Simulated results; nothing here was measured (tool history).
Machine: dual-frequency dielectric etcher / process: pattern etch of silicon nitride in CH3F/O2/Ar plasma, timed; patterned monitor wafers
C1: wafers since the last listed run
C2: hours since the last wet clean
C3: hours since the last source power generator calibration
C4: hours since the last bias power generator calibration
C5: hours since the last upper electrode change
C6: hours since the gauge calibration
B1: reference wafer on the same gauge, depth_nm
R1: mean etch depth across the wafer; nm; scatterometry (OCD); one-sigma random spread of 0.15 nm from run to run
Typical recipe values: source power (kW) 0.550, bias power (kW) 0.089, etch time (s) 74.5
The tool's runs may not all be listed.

{"run": 1, "day": 0.0, "source power (kW)": 0.55, "bias power (kW)": 0.089, "etch time (s)": 74.5, "C1": 0, "C2": 156.9, "C3": 321.1, "C4": 975.2, "C5": 3148.2, "C6": 458.7, "B1": 67.4, "R1": 64.5}
{"run": 2, "day": 1.879, "source power (kW)": 0.48, "bias power (kW)": 0.089, "etch time (s)": 74.5, "C1": 705, "C2": 202.0, "C3": 366.2, "C4": 1020.3, "C5": 3193.3, "C6": 503.8, "B1": 67.4, "R1": 59.4}
{"run": 3, "day": 5.433, "source power (kW)": 0.55, "bias power (kW)": 0.089, "etch time (s)": 74.5, "C1": 1335, "C2": 287.3, "C3": 451.5, "C4": 1105.6, "C5": 3278.6, "C6": 589.1, "B1": 67.4, "R1": 64.5}
{"run": 4, "day": 9.854, "source power (kW)": 0.55, "bias power (kW)": 0.089, "etch time (s)": 74.5, "C1": 1660, "C2": 393.4, "C3": 557.6, "C4": 1211.7, "C5": 3384.7, "C6": 695.2, "B1": 67.4, "R1": 64.6}
{"day": 11.617, "done": "wet clean of the chamber"}
{"run": 5, "day": 13.479, "source power (kW)": 0.55, "bias power (kW)": 0.089, "etch time (s)": 74.5, "C1": 986, "C2": 44.7, "C3": 644.6, "C4": 1298.7, "C5": 3471.7, "C6": 782.2, "B1": 67.4, "R1": 64.4}
{"run": 6, "day": 24.075, "source power (kW)": 0.55, "bias power (kW)": 0.089, "etch time (s)": 74.5, "C1": 3980, "C2": 299.0, "C3": 898.9, "C4": 1553.0, "C5": 3726.0, "C6": 1036.5, "B1": 67.4, "R1": 64.5}
{"day": 28.279, "done": "wet clean of the chamber"}
{"run": 7, "day": 28.471, "source power (kW)": 0.55, "bias power (kW)": 0.089, "etch time (s)": 64.0, "C1": 1275, "C2": 4.6, "C3": 1004.4, "C4": 1658.5, "C5": 3831.5, "C6": 1142.0, "B1": 67.4, "R1": 55.4}
{"run": 8, "day": 30.096, "source power (kW)": 0.55, "bias power (kW)": 0.089, "etch time (s)": 64.0, "C1": 610, "C2": 43.6, "C3": 1043.4, "C4": 1697.5, "C5": 3870.5, "C6": 1181.0, "B1": 67.4, "R1": 55.5}
{"run": 9, "day": 34.033, "source power (kW)": 0.55, "bias power (kW)": 0.089, "etch time (s)": 74.5, "C1": 1479, "C2": 138.1, "C3": 1137.9, "C4": 1792.0, "C5": 3965.0, "C6": 1275.5, "B1": 67.4, "R1": 64.3}
{"run": 10, "day": 35.946, "source power (kW)": 0.55, "bias power (kW)": 0.089, "etch time (s)": 74.5, "C1": 718, "C2": 184.0, "C3": 1183.8, "C4": 1837.9, "C5": 4010.9, "C6": 1321.4, "B1": 67.4, "R1": 64.4}
{"run": 11, "day": 40.317, "source power (kW)": 0.55, "bias power (kW)": 0.089, "etch time (s)": 74.5, "C1": 1641, "C2": 288.9, "C3": 1288.7, "C4": 1942.8, "C5": 4115.8, "C6": 1426.3, "B1": 67.4, "R1": 64.8}
{"day": 41.279, "done": "source power generator calibrated"}
{"day": 41.496, "done": "gauge calibrated"}
{"day": 42.633, "done": "bias power generator calibrated"}
{"run": 12, "day": 43.067, "source power (kW)": 0.55, "bias power (kW)": 0.089, "etch time (s)": 74.5, "C1": 907, "C2": 354.9, "C3": 42.9, "C4": 10.4, "C5": 4181.8, "C6": 37.7, "B1": 67.4, "R1": 64.6}
{"day": 46.025, "done": "wet clean of the chamber"}
{"run": 13, "day": 47.421, "source power (kW)": 0.46, "bias power (kW)": 0.107, "etch time (s)": 91.5, "C1": 1259, "C2": 33.5, "C3": 147.4, "C4": 114.9, "C5": 4286.3, "C6": 142.2, "B1": 67.4, "R1": 77.1}
{"run": 14, "day": 51.462, "source power (kW)": 0.5, "bias power (kW)": 0.089, "etch time (s)": 55.0, "C1": 1518, "C2": 130.5, "C3": 244.4, "C4": 211.9, "C5": 4383.3, "C6": 239.2, "B1": 67.4, "R1": 44.9}
{"day": 53.542, "done": "upper electrode replaced"}
{"run": 15, "day": 53.958, "source power (kW)": 0.5, "bias power (kW)": 0.089, "etch time (s)": 89.5, "C1": 561, "C2": 190.4, "C3": 304.3, "C4": 271.8, "C5": 10.0, "C6": 299.1, "B1": 67.4, "R1": 72.9}
{"run": 16, "day": 57.221, "source power (kW)": 0.55, "bias power (kW)": 0.089, "etch time (s)": 82.0, "C1": 1225, "C2": 268.7, "C3": 382.6, "C4": 350.1, "C5": 88.3, "C6": 377.4, "B1": 67.4, "R1": 71.1}
{"run": 17, "day": 58.8, "source power (kW)": 0.44, "bias power (kW)": 0.097, "etch time (s)": 58.5, "C1": 593, "C2": 306.6, "C3": 420.5, "C4": 388.0, "C5": 126.2, "C6": 415.3, "B1": 67.4, "R1": 45.5}
{"run": 18, "day": 62.275, "source power (kW)": 0.55, "bias power (kW)": 0.089, "etch time (s)": 74.5, "C1": 1305, "C2": 390.0, "C3": 503.9, "C4": 471.4, "C5": 209.6, "C6": 498.7, "B1": 67.4, "R1": 64.4}
{"day": 64.321, "done": "wet clean of the chamber"}
{"run": 19, "day": 66.254, "source power (kW)": 0.55, "bias power (kW)": 0.108, "etch time (s)": 52.5, "C1": 1119, "C2": 46.4, "C3": 599.4, "C4": 566.9, "C5": 305.1, "C6": 594.2, "B1": 67.4, "R1": 49.8}
{"run": 20, "day": 69.696, "source power (kW)": 0.55, "bias power (kW)": 0.089, "etch time (s)": 53.0, "C1": 1292, "C2": 129.0, "C3": 682.0, "C4": 649.5, "C5": 387.7, "C6": 676.8, "B1": 67.4, "R1": 45.8}
{"run": 21, "day": 72.846, "source power (kW)": 0.67, "bias power (kW)": 0.108, "etch time (s)": 56.0, "C1": 1183, "C2": 204.6, "C3": 757.6, "C4": 725.1, "C5": 463.3, "C6": 752.4, "B1": 67.4, "R1": 59.0}
{"run": 22, "day": 75.079, "source power (kW)": 0.45, "bias power (kW)": 0.103, "etch time (s)": 82.5, "C1": 838, "C2": 258.2, "C3": 811.2, "C4": 778.7, "C5": 516.9, "C6": 806.0, "B1": 67.4, "R1": 66.8}
{"run": 23, "day": 78.529, "source power (kW)": 0.55, "bias power (kW)": 0.089, "etch time (s)": 74.5, "C1": 1295, "C2": 341.0, "C3": 894.0, "C4": 861.5, "C5": 599.7, "C6": 888.8, "B1": 67.4, "R1": 64.5}
{"day": 81.517, "done": "wet clean of the chamber"}
{"run": 24, "day": 82.012, "source power (kW)": 0.66, "bias power (kW)": 0.095, "etch time (s)": 91.0, "C1": 932, "C2": 11.9, "C3": 977.6, "C4": 945.1, "C5": 683.3, "C6": 972.4, "B1": 67.4, "R1": 90.4}

5 ways to go on from here, each from the tool as it stands after run 24. What would each give?
{"run": "A", "day": 82.029, "source power (kW)": 0.55, "bias power (kW)": 0.089, "etch time (s)": 74.5, "C1": 6, "C2": 12.3, "C3": 978.0, "C4": 945.5, "C5": 683.7, "C6": 972.8, "B1": "?", "R1": "?"}
{"run": "B", "day": 82.029, "source power (kW)": 0.64, "bias power (kW)": 0.101, "etch time (s)": 84.0, "C1": 6, "C2": 12.3, "C3": 978.0, "C4": 945.5, "C5": 683.7, "C6": 972.8, "B1": "?", "R1": "?"}
{"run": "C", "day": 82.029, "source power (kW)": 0.5, "bias power (kW)": 0.07, "etch time (s)": 74.5, "C1": 6, "C2": 12.3, "C3": 978.0, "C4": 945.5, "C5": 683.7, "C6": 972.8, "B1": "?", "R1": "?"}
{"run": "D", "day": 82.029, "source power (kW)": 0.42, "bias power (kW)": 0.089, "etch time (s)": 74.5, "C1": 6, "C2": 12.3, "C3": 978.0, "C4": 945.5, "C5": 683.7, "C6": 972.8, "B1": "?", "R1": "?"}
{"run": "E", "day": 82.029, "source power (kW)": 0.62, "bias power (kW)": 0.068, "etch time (s)": 68.5, "C1": 6, "C2": 12.3, "C3": 978.0, "C4": 945.5, "C5": 683.7, "C6": 972.8, "B1": "?", "R1": "?"}

run=A B1=67.4 R1=64.2
run=B B1=67.4 R1=83.6
run=C B1=67.4 R1=54.2
run=D B1=67.4 R1=53.7
run=E B1=67.4 R1=56.2
Stripped of hidden state, with their random variation kept, the same runs would have yielded:
run=A R1=64.2
run=B R1=83.6
run=C R1=54.2
run=D R1=53.7
run=E R1=56.2
